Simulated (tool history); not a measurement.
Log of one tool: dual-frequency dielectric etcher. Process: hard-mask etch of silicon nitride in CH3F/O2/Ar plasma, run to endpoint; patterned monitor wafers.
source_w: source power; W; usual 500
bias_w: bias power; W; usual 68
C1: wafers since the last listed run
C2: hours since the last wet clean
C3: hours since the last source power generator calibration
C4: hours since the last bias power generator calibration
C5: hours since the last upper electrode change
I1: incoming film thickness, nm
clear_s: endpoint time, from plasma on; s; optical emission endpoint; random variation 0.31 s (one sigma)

Run 1, day 0.000: usual settings but source_w 590 W; C1 0; C2 375.8; C3 2013.1; C4 4290.1; C5 2993.7; I1 42.27. Result: clear_s 50.9 s.
Run 2, day 0.454: usual settings but source_w 590 W; C1 153; C2 386.7; C3 2024.0; C4 4301.0; C5 3004.6; I1 41.54. Result: clear_s 49.8 s.
Run 3, day 0.804: usual settings; C1 118; C2 395.1; C3 2032.4; C4 4309.4; C5 3013.0; I1 42.09. Result: clear_s 55.2 s.
Run 4, day 1.425: usual settings; C1 209; C2 410.0; C3 2047.3; C4 4324.3; C5 3027.9; I1 42.18. Result: clear_s 54.6 s.
Run 5, day 2.067: usual settings; C1 216; C2 425.4; C3 2062.7; C4 4339.7; C5 3043.3; I1 42.41. Result: clear_s 55.1 s.
Run 6, day 2.642: usual settings; C1 194; C2 439.2; C3 2076.5; C4 4353.5; C5 3057.1; I1 41.91. Result: clear_s 54.2 s.
Run 7, day 3.050: usual settings; C1 137; C2 449.0; C3 2086.3; C4 4363.3; C5 3066.9; I1 42.59. Result: clear_s 55.0 s.
Run 8, day 3.438: usual settings; C1 130; C2 458.3; C3 2095.6; C4 4372.6; C5 3076.2; I1 42.23. Result: clear_s 54.5 s.
Run 9, day 4.067: usual settings but source_w 440 W, bias_w 64 W; C1 212; C2 473.4; C3 2110.7; C4 4387.7; C5 3091.3; I1 41.99. Result: clear_s 59.1 s.
Run 10, day 4.654: usual settings but source_w 440 W, bias_w 64 W; C1 198; C2 487.5; C3 2124.8; C4 4401.8; C5 3105.4; I1 42.39. Result: clear_s 59.8 s.
Run 11, day 5.142: usual settings; C1 164; C2 499.2; C3 2136.5; C4 4413.5; C5 3117.1; I1 42.39. Result: clear_s 54.5 s.
Run 12, day 5.654: usual settings; C1 173; C2 511.5; C3 2148.8; C4 4425.8; C5 3129.4; I1 42.08. Result: clear_s 54.1 s.
At day 6.125: bias power generator calibrated.
Run 13, day 6.262: usual settings; C1 149; C2 526.1; C3 2163.4; C4 3.3; C5 3144.0; I1 42.55. Result: clear_s 54.1 s.
Run 14, day 6.804: usual settings; C1 182; C2 539.1; C3 2176.4; C4 16.3; C5 3157.0; I1 41.89. Result: clear_s 53.2 s.
At day 8.900: wet clean of the chamber.
At day 9.146: upper electrode replaced.
Run 15, day 9.167: usual settings; C1 378; C2 6.4; C3 2233.1; C4 73.0; C5 0.5; I1 42.45. Result: clear_s 56.5 s.
Run 16, day 9.892: usual settings but bias_w 60 W; C1 244; C2 23.8; C3 2250.5; C4 90.4; C5 17.9; I1 42.24. Result: clear_s 59.6 s.
Run 17, day 10.446: usual settings but source_w 550 W, bias_w 83 W; C1 187; C2 37.1; C3 2263.8; C4 103.7; C5 31.2; I1 42.02. Result: clear_s 49.1 s.
Run 18, day 11.158: usual settings but source_w 420 W, bias_w 80 W; C1 240; C2 54.2; C3 2280.9; C4 120.8; C5 48.3; I1 41.82. Result: clear_s 56.3 s.
Run 19, day 11.438: usual settings but source_w 390 W, bias_w 83 W; C1 94; C2 60.9; C3 2287.6; C4 127.5; C5 55.0; I1 42.41. Result: clear_s 58.4 s.
Run 20, day 11.883: usual settings but source_w 610 W, bias_w 83 W; C1 150; C2 71.6; C3 2298.3; C4 138.2; C5 65.7; I1 42.15. Result: clear_s 47.0 s.
Run 21, day 12.321: usual settings but source_w 430 W; C1 147; C2 82.1; C3 2308.8; C4 148.7; C5 76.2; I1 42.09. Result: clear_s 60.5 s.
At day 13.121: source power generator calibrated.
Run 22, day 13.362: usual settings but source_w 620 W, bias_w 78 W; C1 295; C2 107.1; C3 5.8; C4 173.7; C5 101.2; I1 42.05. Result: clear_s 47.5 s.
Run 23, day 13.729: usual settings but source_w 430 W, bias_w 58 W; C1 123; C2 115.9; C3 14.6; C4 182.5; C5 110.0; I1 42.15. Result: clear_s 64.7 s.
Run 24, day 14.375: usual settings but bias_w 85 W; C1 218; C2 131.4; C3 30.1; C4 198.0; C5 125.5; I1 42.17. Result: clear_s 50.6 s.
Run 25, day 14.967: usual settings; C1 199; C2 145.6; C3 44.3; C4 212.2; C5 139.7; I1 42.29. Result: clear_s 55.6 s.
Run 26, day 15.892: usual settings but bias_w 54 W; C1 312; C2 167.8; C3 66.5; C4 234.4; C5 161.9; I1 42.17. Result: clear_s 61.6 s.
Run 27, day 16.188: usual settings but source_w 530 W, bias_w 58 W; C1 99; C2 174.9; C3 73.6; C4 241.5; C5 169.0; I1 42.18. Result: clear_s 58.2 s.
Run 28, day 16.896: usual settings; C1 239; C2 191.9; C3 90.6; C4 258.5; C5 186.0; I1 42.39. Result: clear_s 56.1 s.
Run 29, day 17.508: usual settings but source_w 570 W, bias_w 82 W; C1 206; C2 206.6; C3 105.3; C4 273.2; C5 200.7; I1 42.13. Result: clear_s 47.9 s.
Run 30, day 17.800: usual settings but source_w 620 W, bias_w 59 W; C1 98; C2 213.6; C3 112.3; C4 280.2; C5 207.7; I1 42.46. Result: clear_s 54.0 s.
Run 31, day 19.558: usual settings but source_w 570 W, bias_w 51 W; C1 593; C2 255.8; C3 154.5; C4 322.4; C5 249.9; I1 42.33. Result: clear_s 58.9 s.
Run 32, day 19.908: usual settings but source_w 540 W; C1 118; C2 264.2; C3 162.9; C4 330.8; C5 258.3; I1 42.32. Result: clear_s 53.1 s.
Run 33, day 21.062: usual settings but source_w 380 W, bias_w 85 W; C1 389; C2 291.9; C3 190.6; C4 358.5; C5 286.0; I1 42.67. Result: clear_s 57.4 s.
Run 34, day 21.738: usual settings; C1 227; C2 308.1; C3 206.8; C4 374.7; C5 302.2; I1 42.15. Result: clear_s 54.6 s.
Run 35, day 22.338: usual settings; C1 202; C2 322.5; C3 221.2; C4 389.1; C5 316.6; I1 42.02. Result: clear_s 54.9 s.

Some steps in clear_s between neighbouring runs. How much of each would the tool show without its hidden state too (settings, what came in, random variation), and how much is left for the hidden state, with any gauge scatter that isn't in both results?
The hidden state here: etch rate over this chamber's usual, %; source power that arrives over what is set, %; bias power that arrives over what is set, %.
Run 8 -> 9: source_w 500 -> 440, bias_w 68 -> 64. clear_s +4.6 s: hidden state -0.3, all else +4.9.
Run 14 -> 15: wet clean of the chamber, upper electrode replaced. clear_s +3.3 s: hidden state +2.1, all else +1.2.
Run 20 -> 21: source_w 610 -> 430, bias_w 83 -> 68. clear_s +13.5 s: hidden state -0.1, all else +13.6.
Run 22 -> 23: source_w 620 -> 430, bias_w 78 -> 58. clear_s +17.2 s: hidden state -0.2, all else +17.4.
Run 23 -> 24: source_w 430 -> 500, bias_w 58 -> 85. clear_s -14.1 s: hidden state +0.1, all else -14.2.
Run 30 -> 31: source_w 620 -> 570, bias_w 59 -> 51. clear_s +4.9 s: hidden state -0.3, all else +5.2.
